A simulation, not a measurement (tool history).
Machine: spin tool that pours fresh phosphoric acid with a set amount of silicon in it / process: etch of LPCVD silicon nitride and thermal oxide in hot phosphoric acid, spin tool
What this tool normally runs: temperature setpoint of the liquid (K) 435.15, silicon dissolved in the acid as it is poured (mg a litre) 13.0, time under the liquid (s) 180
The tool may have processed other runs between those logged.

| run | hour | temperature setpoint of the liquid (K) | silicon dissolved in the acid as it is poured (mg a litre) | time under the liquid (s) | read-back film thickness of the LPCVD silicon nitride reference wafer, read on the same gauge (nm) | read-back film thickness of the thermal oxide reference wafer, read on the same gauge (nm) | thickness taken off the LPCVD silicon nitride on a monitor wafer (nm) | thickness taken off the thermal oxide on a monitor wafer (nm) |
|---|---|---|---|---|---|---|---|---|
| 1 | 0.0 | 435.15 | 13.0 | 180 | 60.00 | 100.003 | 14.95 | 0.440 |
| 2 | 67.9 | 435.15 | 3.5 | 180 | 59.99 | 99.978 | 15.00 | 0.489 |
| 3 | 129.5 | 435.15 | 13.0 | 140 | 60.05 | 100.031 | 11.57 | 0.365 |
| 4 | 173.3 | 433.65 | 13.0 | 280 | 60.04 | 99.960 | 22.02 | 0.543 |
| 5 | 264.2 | 436.15 | 10.0 | 275 | 59.95 | 99.995 | 23.58 | 0.661 |
| 6 | 320.7 | 437.65 | 9.5 | 180 | 60.00 | 99.977 | 16.11 | 0.642 |
| 7 | 381.8 | 435.15 | 6.5 | 140 | 60.00 | 100.050 | 11.55 | 0.363 |
| 8 | 449.3 | 435.15 | 13.0 | 145 | 59.98 | 100.060 | 11.90 | 0.355 |
| 9 | 508.1 | 435.15 | 6.0 | 180 | 60.01 | 100.025 | 14.79 | 0.420 |
| 10 | 606.7 | 432.65 | 4.5 | 220 | 60.01 | 99.996 | 16.58 | 0.493 |
| 11 | 675.5 | 437.15 | 8.5 | 180 | 60.00 | 100.013 | 15.82 | 0.481 |
| 12 | 726.4 | 435.15 | 13.0 | 180 | 60.00 | 99.969 | 14.69 | 0.397 |
| 13 | 788.0 | 437.15 | 17.0 | 260 | 60.02 | 100.009 | 22.75 | 0.596 |
| 14 | 839.8 | 432.15 | 13.0 | 270 | 60.00 | 100.014 | 19.94 | 0.469 |
| 15 | 924.1 | 435.15 | 13.0 | 180 | 59.99 | 99.992 | 14.68 | 0.408 |
| 16 | 980.5 | 434.15 | 23.0 | 250 | 60.00 | 99.991 | 19.62 | 0.447 |
| 17 | 1081.9 | 438.15 | 17.0 | 180 | 60.02 | 100.060 | 16.58 | 0.498 |
| 18 | 1144.6 | 433.15 | 20.0 | 180 | 59.98 | 100.009 | 13.97 | 0.286 |
| 19 | 1237.8 | 435.15 | 17.5 | 180 | 59.97 | 100.038 | 14.95 | 0.375 |
| 20 | 1276.4 | 435.15 | 5.0 | 80 | 60.01 | 99.990 | 6.66 | 0.245 |
| 21 | 1365.1 | 435.15 | 13.0 | 180 | 59.98 | 100.013 | 14.99 | 0.397 |

Missing from the log above: 1 entry noted between runs. For each, name the pair of listed runs it sits between and say how the tool's hidden condition differs from the listed run just before to the listed run just after:
Runs 16 to 17: heated supply line repaired (hour 1041.5)
  temperature lost on the way to the wafer (K): 0.704 -> 0.106
  measured less the result without the state, thickness taken off the LPCVD silicon nitride on a monitor wafer (nm): -0.47 -> -0.06

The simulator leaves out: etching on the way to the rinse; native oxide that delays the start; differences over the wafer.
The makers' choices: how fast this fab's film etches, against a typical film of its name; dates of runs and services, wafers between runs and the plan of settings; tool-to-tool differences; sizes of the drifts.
